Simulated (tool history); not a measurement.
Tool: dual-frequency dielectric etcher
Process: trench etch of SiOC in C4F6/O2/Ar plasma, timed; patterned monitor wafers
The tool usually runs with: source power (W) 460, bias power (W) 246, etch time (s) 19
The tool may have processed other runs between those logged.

run	hour	source power (W)	bias power (W)	etch time (s)	wafers since the last listed run	hours since the last wet clean	hours since the last source power generator calibration	hours since the last bias power generator calibration	hours since the last upper electrode change	hours since the gauge calibration	read-back reference wafer on the same gauge, depth_nm	mean etch depth across the wafer (angstrom)
1	0	400	246	19	0	177	2155.2	3829	3899	951	44.2	467.4
2	39.1	460	246	19	592	216.1	2194.3	3868.1	3938.1	990.1	44.2	486.9
3	96.8	460	246	19	873	273.8	2252	3925.8	3995.8	1047.8	44.2	483.8
4	166.8	460	246	19	1060	343.8	2322	3995.8	4065.8	1117.8	44.2	483.2
# hour 253: wet clean of the chamber
5	253.5	460	246	19	949	0.5	2408.7	4082.5	4152.5	1204.5	44.19	488.8
6	301.4	460	246	19	725	48.4	2456.6	4130.4	4200.4	1252.4	44.2	488.9
7	329.7	460	246	19	428	76.7	2484.9	4158.7	4228.7	1280.7	44.2	487.3
8	395.6	460	246	19	997	142.6	2550.8	4224.6	4294.6	1346.6	44.2	485.5
9	421.8	460	246	19	396	168.8	2577	4250.8	4320.8	1372.8	44.19	485.8
10	489.7	460	246	19	1028	236.7	2644.9	4318.7	4388.7	1440.7	44.2	482.3
# hour 490.9: gauge calibrated
11	525.9	460	246	17.5	548	272.9	2681.1	4354.9	4424.9	35	44.21	443.6
12	592.9	400	274	19	1014	339.9	2748.1	4421.9	4491.9	102	44.2	478.4
# hour 624.5: wet clean of the chamber
13	625	460	246	19	122	0.5	2780.2	4454	4524	134.1	44.2	485.6
14	688.3	460	246	19	958	63.8	2843.5	4517.3	4587.3	197.4	44.2	485.7
15	713	460	304	24	374	88.5	2868.2	4542	4612	222.1	44.19	652.5
16	768.3	410	279	19	837	143.8	2923.5	4597.3	4667.3	277.4	44.2	487.3
17	821	460	246	19	798	196.5	2976.2	4650	4720	330.1	44.19	482.2
18	877.5	410	246	23.5	855	253	3032.7	4706.5	4776.5	386.6	44.19	575.5
19	930.4	460	246	19	801	305.9	3085.6	4759.4	4829.4	439.5	44.2	478.5
# hour 973.7: wet clean of the chamber
20	974.2	460	187	16.5	299	0.5	3129.4	4803.2	4873.2	483.3	44.19	391.9
# hour 1030: source power generator calibrated
21	1030.5	400	246	19	792	56.8	0.5	4859.5	4929.5	539.6	44.19	472.5
22	1071.5	360	246	19	620	97.8	41.5	4900.5	4970.5	580.6	44.2	458.6
# hour 1112.2: upper electrode replaced
23	1112.7	460	296	23.5	260	139	82.7	4941.7	0.5	621.8	44.19	638.7
# hour 1121.2: bias power generator calibrated
24	1142.3	550	228	23	387	168.6	112.3	21.1	30.1	651.4	44.19	607.1
25	1184.9	460	304	21.5	645	211.2	154.9	63.7	72.7	694	44.21	587.5
26	1210.2	460	246	19	383	236.5	180.2	89	98	719.3	44.19	484.9
27	1266.4	460	246	15.5	851	292.7	236.4	145.2	154.2	775.5	44.19	395
# hour 1409.8: wet clean of the chamber
28	1410.3	400	302	14.5	1815	0.5	380.3	289.1	298.1	919.4	44.19	384.6
29	1438.9	460	246	19	433	29.1	408.9	317.7	326.7	948	44.2	489.1
30	1494.1	540	283	14	835	84.3	464.1	372.9	381.9	1003.2	44.2	392.9

Difference, measured minus no-hidden-state, one row per run. Run-to-run variation is common to both terms; the gauge's own scatter need not be:
Unlogged tool condition in this case: etch rate over this chamber's usual, %; source power that arrives over what is set, %; bias power that arrives over what is set, %; gauge reads high (%).
run	mean etch depth across the wafer (angstrom)
1	-4.8
2	-6
3	-7.5
4	-9.4
5	-2.6
6	-3.9
7	-4.6
8	-6.3
9	-7.1
10	-8.9
11	-9
12	-11.4
13	-5.7
14	-7.3
15	-10.7
16	-9.5
17	-10.9
18	-14.8
19	-13.7
20	-3.6
21	-1.8
22	-2.7
23	-5.2
24	-6
25	-7.1
26	-6.6
27	-6.6
28	-1.6
29	-2.8
30	-3.4

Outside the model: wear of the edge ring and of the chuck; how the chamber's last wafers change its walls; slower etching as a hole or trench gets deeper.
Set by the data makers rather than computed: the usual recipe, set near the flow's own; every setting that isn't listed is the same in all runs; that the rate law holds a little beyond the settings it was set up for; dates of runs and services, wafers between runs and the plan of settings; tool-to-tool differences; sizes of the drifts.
